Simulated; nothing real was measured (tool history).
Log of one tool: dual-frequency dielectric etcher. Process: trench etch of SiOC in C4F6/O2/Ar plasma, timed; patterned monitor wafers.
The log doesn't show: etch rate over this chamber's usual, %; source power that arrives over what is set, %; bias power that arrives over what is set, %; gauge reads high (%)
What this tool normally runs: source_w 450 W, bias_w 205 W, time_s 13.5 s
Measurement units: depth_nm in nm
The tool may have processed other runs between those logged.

| run | day | source_w | bias_w | time_s | wafers since the last listed run | hours since the last wet clean | hours since the last source power generator calibration | hours since the last bias power generator calibration | hours since the last upper electrode change | hours since the gauge calibration | read-back reference wafer on the same gauge, depth_nm | depth_nm |
|---|---|---|---|---|---|---|---|---|---|---|---|---|
| 1 | 0 | 380 | 205 | 13.5 | 0 | 517.8 | 2919.2 | 1468.1 | 477.6 | 1852.2 | 33.59 | 27.03 |
| 2 | 3.171 | 450 | 205 | 13.5 | 1515 | 593.9 | 2995.3 | 1544.2 | 553.7 | 1928.3 | 33.6 | 29.49 |
|  | 5.671 | wet clean of the chamber |
| 3 | 5.692 | 450 | 205 | 13.5 | 726 | 0.5 | 3055.8 | 1604.7 | 614.2 | 1988.8 | 33.6 | 29.48 |
| 4 | 7.858 | 450 | 205 | 13.5 | 1035 | 52.5 | 3107.8 | 1656.7 | 666.2 | 2040.8 | 33.63 | 29.66 |
| 5 | 10.212 | 450 | 205 | 13.5 | 1124 | 109 | 3164.3 | 1713.2 | 722.7 | 2097.3 | 33.54 | 29.51 |
| 6 | 14.067 | 450 | 205 | 13.5 | 1841 | 201.5 | 3256.8 | 1805.7 | 815.2 | 2189.8 | 33.61 | 29.55 |
| 7 | 16.542 | 450 | 233 | 13.5 | 1182 | 260.9 | 3316.2 | 1865.1 | 874.6 | 2249.2 | 33.62 | 30.86 |
|  | 23.054 | bias power generator calibrated |
| 8 | 25.529 | 450 | 205 | 13.5 | 4214 | 476.6 | 3531.9 | 59.4 | 1090.3 | 2464.9 | 33.62 | 29.33 |
| 9 | 28.958 | 450 | 205 | 13.5 | 1638 | 558.9 | 3614.2 | 141.7 | 1172.6 | 2547.2 | 33.58 | 29.25 |
|  | 30.517 | wet clean of the chamber |
| 10 | 30.879 | 450 | 205 | 13.5 | 440 | 8.7 | 3660.3 | 187.8 | 1218.7 | 2593.3 | 33.62 | 29.39 |
| 11 | 34.942 | 500 | 205 | 10 | 1941 | 106.2 | 3757.8 | 285.3 | 1316.2 | 2690.8 | 33.61 | 22.86 |
| 12 | 38.321 | 450 | 205 | 13.5 | 1614 | 187.3 | 3838.9 | 366.4 | 1397.3 | 2771.9 | 33.58 | 29.26 |
|  | 39.167 | gauge calibrated |
| 13 | 42.083 | 530 | 162 | 13.5 | 1797 | 277.6 | 3929.2 | 456.7 | 1487.6 | 70 | 33.62 | 29.3 |
| 14 | 46.321 | 450 | 232 | 13.5 | 2024 | 379.3 | 4030.9 | 558.4 | 1589.3 | 171.7 | 33.59 | 30.52 |
| 15 | 50.779 | 450 | 205 | 13.5 | 2130 | 486.3 | 4137.9 | 665.4 | 1696.3 | 278.7 | 33.57 | 29.36 |
|  | 53.512 | wet clean of the chamber |
| 16 | 53.583 | 450 | 205 | 13.5 | 862 | 1.7 | 4205.2 | 732.7 | 1763.6 | 346 | 33.59 | 29.39 |
|  | 54.283 | source power generator calibrated |
| 17 | 55.742 | 450 | 205 | 13.5 | 951 | 53.5 | 35 | 784.5 | 1815.4 | 397.8 | 33.58 | 29.47 |
| 18 | 59.121 | 510 | 184 | 17 | 1614 | 134.6 | 116.1 | 865.6 | 1896.5 | 478.9 | 33.62 | 37.99 |
| 19 | 61.892 | 450 | 205 | 13.5 | 1324 | 201.1 | 182.6 | 932.1 | 1963 | 545.4 | 33.61 | 29.43 |
|  | 63.408 | upper electrode replaced |
| 20 | 63.467 | 450 | 154 | 13.5 | 274 | 238.9 | 220.4 | 969.9 | 1.4 | 583.2 | 33.59 | 26.77 |
| 21 | 65.242 | 450 | 205 | 13.5 | 848 | 281.5 | 263 | 1012.5 | 44 | 625.8 | 33.65 | 29.42 |
| 22 | 66.896 | 510 | 169 | 10 | 790 | 321.2 | 302.7 | 1052.2 | 83.7 | 665.5 | 33.59 | 21.64 |
| 23 | 70.025 | 550 | 225 | 10.5 | 1495 | 396.3 | 377.8 | 1127.3 | 158.8 | 740.6 | 33.6 | 25.99 |
| 24 | 73.15 | 450 | 205 | 13.5 | 1493 | 471.3 | 452.8 | 1202.3 | 233.8 | 815.6 | 33.62 | 29.45 |
| 25 | 76.483 | 400 | 159 | 16 | 1592 | 551.3 | 532.8 | 1282.3 | 313.8 | 895.6 | 33.59 | 30.38 |
|  | 79.062 | wet clean of the chamber |
| 26 | 79.083 | 380 | 242 | 11.5 | 764 | 0.5 | 595.2 | 1344.7 | 376.2 | 958 | 33.59 | 24.62 |
| 27 | 82.129 | 490 | 167 | 16 | 1455 | 73.6 | 668.3 | 1417.8 | 449.3 | 1031.1 | 33.57 | 34.07 |
| 28 | 85.825 | 480 | 249 | 15.5 | 1766 | 162.3 | 757 | 1506.5 | 538 | 1119.8 | 33.56 | 37.38 |
| 29 | 87.762 | 450 | 248 | 13.5 | 925 | 208.8 | 803.5 | 1553 | 584.5 | 1166.3 | 33.6 | 31.39 |
| 30 | 90.562 | 450 | 250 | 17 | 1337 | 276 | 870.7 | 1620.2 | 651.7 | 1233.5 | 33.61 | 39.77 |

4 options for the next run, each taken on its own from the tool as it stands now. Forecast them:
| A | 90.579 | 450 | 205 | 13.5 | 7 | 276.4 | 871.1 | 1620.6 | 652.1 | 1233.9 | ? | ? |
| B | 90.579 | 450 | 180 | 15 | 7 | 276.4 | 871.1 | 1620.6 | 652.1 | 1233.9 | ? | ? |
| C | 90.579 | 380 | 242 | 16 | 7 | 276.4 | 871.1 | 1620.6 | 652.1 | 1233.9 | ? | ? |
| D | 90.579 | 400 | 218 | 13.5 | 7 | 276.4 | 871.1 | 1620.6 | 652.1 | 1233.9 | ? | ? |

| run | read-back reference wafer on the same gauge, depth_nm | depth_nm |
|---|---|---|
| A | 33.58 | 29.62 |
| B | 33.58 | 31.54 |
| C | 33.58 | 34.21 |
| D | 33.58 | 28.56 |
The same runs, with their run-to-run variation unchanged, on a tool lacking any hidden condition would have given:
| run | depth_nm |
|---|---|
| A | 29.2 |
| B | 31.12 |
| C | 33.71 |
| D | 28.15 |
